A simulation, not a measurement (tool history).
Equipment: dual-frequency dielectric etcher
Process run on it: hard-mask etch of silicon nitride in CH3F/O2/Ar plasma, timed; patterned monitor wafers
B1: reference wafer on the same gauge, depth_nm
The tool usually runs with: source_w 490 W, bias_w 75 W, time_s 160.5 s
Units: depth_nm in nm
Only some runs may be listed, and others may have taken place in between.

Run 1, hour 0: usual settings; B1 112.9. Result: depth_nm 120.6 nm.
Run 2, hour 85.1: usual settings; B1 112.8. Result: depth_nm 119.3 nm.
At hour 147: wet clean of the chamber.
Run 3, hour 181.5: usual settings; B1 112.9. Result: depth_nm 122.4 nm.
Run 4, hour 217.1: usual settings; B1 113.1. Result: depth_nm 122.3 nm.
Run 5, hour 249.1: usual settings; B1 112.8. Result: depth_nm 122.2 nm.
Run 6, hour 276.8: usual settings; B1 112.9. Result: depth_nm 122.2 nm.
Run 7, hour 310.4: usual settings; B1 112.9. Result: depth_nm 121.7 nm.
Run 8, hour 324.8: usual settings but source_w 440 W; B1 113. Result: depth_nm 117.7 nm.
At hour 334.3: gauge calibrated.
Run 9, hour 360.7: usual settings but source_w 440 W; B1 113.1. Result: depth_nm 116.8 nm.
At hour 379.1: source power generator calibrated.
Run 10, hour 382.3: usual settings but source_w 440 W; B1 113. Result: depth_nm 115.9 nm.
At hour 422.4: bias power generator calibrated.
Run 11, hour 454.6: usual settings but bias_w 61 W, time_s 188 s; B1 113.1. Result: depth_nm 133.8 nm.
Run 12, hour 477.1: usual settings but bias_w 59 W; B1 113. Result: depth_nm 112.8 nm.
Run 13, hour 491.8: usual settings but source_w 440 W; B1 113.1. Result: depth_nm 116 nm.
Run 14, hour 593.9: usual settings but source_w 560 W, bias_w 94 W, time_s 187 s; B1 112.9. Result: depth_nm 153.2 nm.
Run 15, hour 622.1: usual settings but source_w 380 W, bias_w 86 W; B1 113.1. Result: depth_nm 113.3 nm.
At hour 655.9: upper electrode replaced.
Run 16, hour 656.4: usual settings; B1 113. Result: depth_nm 118 nm.
At hour 684.2: wet clean of the chamber.
Run 17, hour 709.5: usual settings but source_w 550 W; B1 113.1. Result: depth_nm 127.9 nm.
Run 18, hour 742.3: usual settings but bias_w 70 W, time_s 121.5 s; B1 113. Result: depth_nm 91.5 nm.
Run 19, hour 776: usual settings but bias_w 58 W; B1 113. Result: depth_nm 115.4 nm.
Run 20, hour 798.3: usual settings but bias_w 87 W; B1 112.9. Result: depth_nm 128.1 nm.
Run 21, hour 811.6: usual settings but source_w 550 W, bias_w 60 W, time_s 196 s; B1 113.1. Result: depth_nm 147.3 nm.
Run 22, hour 845.4: usual settings; B1 113.1. Result: depth_nm 122.5 nm.
Run 23, hour 867.2: usual settings but source_w 610 W; B1 113. Result: depth_nm 130.6 nm.
Run 24, hour 900.3: usual settings; B1 113. Result: depth_nm 122.2 nm.
Run 25, hour 927: usual settings but source_w 530 W, bias_w 62 W, time_s 142.5 s; B1 113. Result: depth_nm 105.4 nm.
Run 26, hour 943.4: usual settings but source_w 380 W, bias_w 83 W; B1 113. Result: depth_nm 115.3 nm.
Run 27, hour 959.3: usual settings; B1 113. Result: depth_nm 121.1 nm.
Run 28, hour 992.7: usual settings but source_w 570 W, bias_w 91 W, time_s 132.5 s; B1 113. Result: depth_nm 110 nm.
Run 29, hour 1014.1: usual settings; B1 112.9. Result: depth_nm 120.5 nm.

How would selected steps in depth_nm from run to run divide? Give the signed amount a tool lacking its hidden state would still show from settings, what came in and random variation, and the signed amount left for the hidden state, including any gauge scatter that is not in both of the compared results.
Hidden conditions of the tool in this case: etch rate over this chamber's usual, %; source power that arrives over what is set, %; bias power that arrives over what is set, %; gauge reads high (%).
Run 2 -> 3: wet clean of the chamber. depth_nm +3.1 nm: hidden state +3.4, all else -0.3.
Run 13 -> 14: source_w 440 -> 560, bias_w 75 -> 94, time_s 160.5 -> 187. depth_nm +37.2 nm: hidden state -2.8, all else +40.
Run 14 -> 15: source_w 560 -> 380, bias_w 94 -> 86, time_s 187 -> 160.5. depth_nm -39.9 nm: hidden state +1.6, all else -41.5.
Run 16 -> 17: source_w 490 -> 550, wet clean of the chamber. depth_nm +9.9 nm: hidden state +5.6, all else +4.3.

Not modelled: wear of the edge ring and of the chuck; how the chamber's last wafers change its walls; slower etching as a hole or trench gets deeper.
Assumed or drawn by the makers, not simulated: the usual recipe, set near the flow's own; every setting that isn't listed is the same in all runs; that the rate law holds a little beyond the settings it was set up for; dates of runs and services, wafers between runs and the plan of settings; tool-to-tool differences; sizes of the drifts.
